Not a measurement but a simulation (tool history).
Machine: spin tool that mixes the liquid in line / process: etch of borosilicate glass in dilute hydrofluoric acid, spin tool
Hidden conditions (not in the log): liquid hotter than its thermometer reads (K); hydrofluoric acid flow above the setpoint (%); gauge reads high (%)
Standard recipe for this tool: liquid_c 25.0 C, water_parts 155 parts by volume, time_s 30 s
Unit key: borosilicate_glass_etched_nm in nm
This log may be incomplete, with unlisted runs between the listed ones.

run,hour,liquid_c,water_parts,time_s,wafers since the last listed run,hours since the thermometer was replaced,hours since the hydrofluoric acid flow meter was replaced,hours since the gauge calibration,"read-back film thickness of the borosilicate glass reference wafer, read on the same gauge (nm)",borosilicate_glass_etched_nm
1,0.0,25.0,155,30,0,1599.3,1741.6,383.1,150.04,12.04
2,61.3,27.5,155,20,919,1660.6,1802.9,444.4,150.04,8.88
3,110.0,27.5,155,20,730,1709.3,1851.6,493.1,149.98,8.95
4,166.2,27.5,155,20,842,1765.5,1907.8,549.3,150.04,9.00
5,205.9,25.0,155,30,595,1805.2,1947.5,589.0,150.01,12.28
6,259.9,25.0,155,15,809,1859.2,2001.5,643.0,150.00,6.20
7,329.3,25.0,155,30,1040,1928.6,2070.9,712.4,149.99,12.63
# hour 349.5: thermometer replaced
8,373.1,25.0,155,30,641,23.6,2114.7,756.2,150.05,11.43
# hour 424.5: hydrofluoric acid flow meter replaced
9,428.9,25.0,155,30,821,79.4,4.4,812.0,149.98,10.25
10,481.1,25.0,155,30,782,131.6,56.6,864.2,149.98,10.30
11,512.8,27.0,155,30,475,163.3,88.3,895.9,150.06,11.21
12,541.4,26.5,155,30,428,191.9,116.9,924.5,150.00,11.07
13,607.4,20.0,105,30,989,257.9,182.9,990.5,150.03,13.46
14,646.0,25.0,155,30,578,296.5,221.5,1029.1,150.02,10.68
15,706.4,25.0,155,20,905,356.9,281.9,1089.5,150.04,7.12
# hour 774.0: gauge calibrated
16,776.7,25.0,155,30,1054,427.2,352.2,2.7,149.99,10.74
17,844.1,25.0,155,30,1010,494.6,419.6,70.1,150.05,10.78
18,908.4,25.0,220,50,964,558.9,483.9,134.4,150.00,11.92
19,963.9,28.0,155,20,832,614.4,539.4,189.9,150.03,8.16
20,1007.2,25.0,155,30,649,657.7,582.7,233.2,150.04,11.12
21,1070.7,21.0,185,30,952,721.2,646.2,296.7,149.99,7.86

Forecast each of these 4 alternatives for the next run:
A,1071.1,25.0,215,30,5,721.6,646.6,297.1,?,?
B,1071.1,25.0,185,45,5,721.6,646.6,297.1,?,?
C,1071.1,21.5,80,30,5,721.6,646.6,297.1,?,?
D,1071.1,23.5,220,45,5,721.6,646.6,297.1,?,?

run,"read-back film thickness of the borosilicate glass reference wafer, read on the same gauge (nm)",borosilicate_glass_etched_nm
A,149.98,7.62
B,149.98,13.72
C,149.98,20.83
D,149.98,10.52
Without the tool's hidden state the same runs would have given:
run,borosilicate_glass_etched_nm
A,6.88
B,12.39
C,18.81
D,9.49
